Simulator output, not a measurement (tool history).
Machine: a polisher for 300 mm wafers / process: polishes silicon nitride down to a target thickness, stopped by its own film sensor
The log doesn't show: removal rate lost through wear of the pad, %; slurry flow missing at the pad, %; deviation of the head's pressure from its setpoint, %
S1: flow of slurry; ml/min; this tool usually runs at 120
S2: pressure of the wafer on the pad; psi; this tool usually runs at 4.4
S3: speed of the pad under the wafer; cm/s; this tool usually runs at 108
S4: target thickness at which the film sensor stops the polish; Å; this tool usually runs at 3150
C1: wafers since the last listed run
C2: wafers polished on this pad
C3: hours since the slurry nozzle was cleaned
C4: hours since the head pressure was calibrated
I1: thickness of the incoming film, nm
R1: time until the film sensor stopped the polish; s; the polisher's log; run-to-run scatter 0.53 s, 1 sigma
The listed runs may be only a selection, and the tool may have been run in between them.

run	hour	S1	S2	S3	S4	C1	C2	C3	C4	I1	R1
1	0.0	120	4.4	108	3150	0	163	43.0	126.6	466.7	55.0
2	38.7	120	4.4	108	3470	363	526	81.7	165.3	470.6	45.4
3	67.6	120	4.4	108	3150	271	797	110.6	194.2	471.8	57.7
4	114.9	120	4.4	108	3150	443	1241	157.9	241.5	460.9	54.2
5	192.7	120	4.4	108	3150	729	1971	235.7	319.3	466.8	56.3
# hour 242.2: worn pad replaced by a new one
6	250.5	120	4.4	108	2990	504	77	293.5	377.1	470.2	62.9
7	278.4	120	4.4	108	3150	261	339	321.4	405.0	467.9	56.8
# hour 280.5: slurry nozzle cleaned
8	316.5	120	3.6	108	3310	348	687	36.0	443.1	470.6	63.2
9	363.6	120	3.6	108	3310	441	1129	83.1	490.2	475.2	65.0
10	404.8	120	3.6	108	3310	386	1515	124.3	531.4	473.1	64.5
11	472.6	120	4.4	90	3150	636	2152	192.1	599.2	467.5	65.0
# hour 488.1: worn pad replaced by a new one
12	553.3	120	4.4	90	3150	719	611	272.8	679.9	466.7	64.0
13	593.7	120	3.7	108	3150	379	990	313.2	720.3	476.2	71.2
# hour 596.5: slurry nozzle cleaned
14	630.2	120	3.7	108	3150	333	1323	33.7	756.8	461.4	62.9
15	685.5	100	4.4	108	2690	518	1842	89.0	812.1	474.5	78.7

Expected results for the next run?
16	749.3	145	2.9	144	3150	598	2441	152.8	875.9	471.1	?

{"run 16": {"R1": 67.7}}
Were there no unlogged condition in the tool, this run, its random variation unchanged, would have produced R1 67.7 s.
